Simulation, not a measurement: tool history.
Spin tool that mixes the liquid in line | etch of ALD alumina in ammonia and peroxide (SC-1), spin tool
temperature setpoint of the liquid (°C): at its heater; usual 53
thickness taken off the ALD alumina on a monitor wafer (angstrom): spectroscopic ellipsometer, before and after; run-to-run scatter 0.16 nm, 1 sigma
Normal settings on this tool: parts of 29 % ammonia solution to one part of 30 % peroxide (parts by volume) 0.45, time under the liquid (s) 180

| run | day | temperature setpoint of the liquid (°C) | parts of 29 % ammonia solution to one part of 30 % peroxide (parts by volume) | time under the liquid (s) | read-back film thickness of the ALD alumina reference wafer, read on the same gauge (nm) | thickness taken off the ALD alumina on a monitor wafer (angstrom) |
|---|---|---|---|---|---|---|
| 1 | 0 | 56 | 0.4 | 180 | 97.46 | 177.8 |
| 2 | 1.788 | 56 | 0.4 | 180 | 97.24 | 175.5 |
| 3 | 3.188 | 56 | 0.4 | 180 | 97 | 175.2 |
| 4 | 4.454 | 46.5 | 0.45 | 180 | 96.76 | 106.4 |
|  | 4.879 | new drum of ammonia solution connected |
| 5 | 7.046 | 53 | 0.45 | 180 | 96.32 | 149.7 |
| 6 | 8.362 | 53 | 0.45 | 180 | 96.06 | 148.9 |
| 7 | 10.721 | 53 | 0.45 | 180 | 95.6 | 147.6 |
|  | 12.1 | gauge calibrated |
| 8 | 13.112 | 53 | 0.45 | 180 | 100.43 | 157.6 |
| 9 | 15.196 | 50.5 | 0.45 | 120 | 100.36 | 92.5 |
| 10 | 16.225 | 62.5 | 0.4 | 180 | 100.35 | 255.7 |
|  | 16.908 | ammonia flow meter replaced |
| 11 | 18.692 | 53 | 0.45 | 240 | 100.33 | 208.1 |
|  | 19.929 | new drum of ammonia solution connected |
| 12 | 20.833 | 53 | 0.45 | 180 | 100.27 | 157.1 |
| 13 | 22.567 | 53 | 0.4 | 180 | 100.19 | 154 |
| 14 | 23.658 | 59.5 | 0.4 | 180 | 100.12 | 219.9 |
| 15 | 26.1 | 46.5 | 0.4 | 150 | 100.02 | 89.1 |
|  | 29.646 | thermometer replaced |
|  | 32.088 | heated supply line repaired |
|  | 33.346 | new drum of ammonia solution connected |
| 16 | 34.854 | 53 | 0.45 | 80 | 99.31 | 68.3 |
| 17 | 36.554 | 59.5 | 0.45 | 90 | 99.19 | 109.5 |
| 18 | 37.975 | 53 | 0.25 | 245 | 99.02 | 198.5 |
| 19 | 40.75 | 53 | 0.65 | 145 | 98.7 | 127.6 |
| 20 | 41.971 | 48 | 0.3 | 180 | 98.56 | 111.7 |
| 21 | 46.346 | 53 | 0.45 | 180 | 98.01 | 154 |
| 22 | 49.096 | 48.5 | 0.6 | 105 | 97.57 | 71 |
|  | 50.396 | new drum of ammonia solution connected |
| 23 | 51.408 | 53 | 0.45 | 180 | 97.21 | 153.2 |
| 24 | 53.125 | 44 | 0.3 | 210 | 96.93 | 101.3 |
|  | 53.638 | gauge calibrated |
| 25 | 55.288 | 53 | 0.3 | 135 | 100.09 | 113.4 |

Selected run-to-run steps in thickness taken off the ALD alumina on a monitor wafer (angstrom), each split into two signed amounts: the part the tool would show with no hidden state at all (from settings, incoming material and random variation), and the remainder, which goes to the hidden state together with any gauge scatter not common to the measured and the hidden-state-free results:
Hidden state present: liquid hotter than its thermometer reads (K); ammonia flow below the setpoint (%); temperature lost on the way to the wafer (K); ammonia solution weaker than its label (%); gauge reads high (%).
Run 7 -> 8: gauge calibrated. thickness taken off the ALD alumina on a monitor wafer (angstrom) +10: hidden state +7.4, all else +2.6.
Run 9 -> 10: temperature setpoint of the liquid (°C) 50.5 -> 62.5, parts of 29 % ammonia solution to one part of 30 % peroxide (parts by volume) 0.45 -> 0.4, time under the liquid (s) 120 -> 180. thickness taken off the ALD alumina on a monitor wafer (angstrom) +163.2: hidden state +0.5, all else +162.7.
Run 14 -> 15: temperature setpoint of the liquid (°C) 59.5 -> 46.5, time under the liquid (s) 180 -> 150. thickness taken off the ALD alumina on a monitor wafer (angstrom) -130.8: hidden state -0.3, all else -130.5.
Run 24 -> 25: temperature setpoint of the liquid (°C) 44 -> 53, time under the liquid (s) 210 -> 135, gauge calibrated. thickness taken off the ALD alumina on a monitor wafer (angstrom) +12.1: hidden state +3.3, all else +8.8.

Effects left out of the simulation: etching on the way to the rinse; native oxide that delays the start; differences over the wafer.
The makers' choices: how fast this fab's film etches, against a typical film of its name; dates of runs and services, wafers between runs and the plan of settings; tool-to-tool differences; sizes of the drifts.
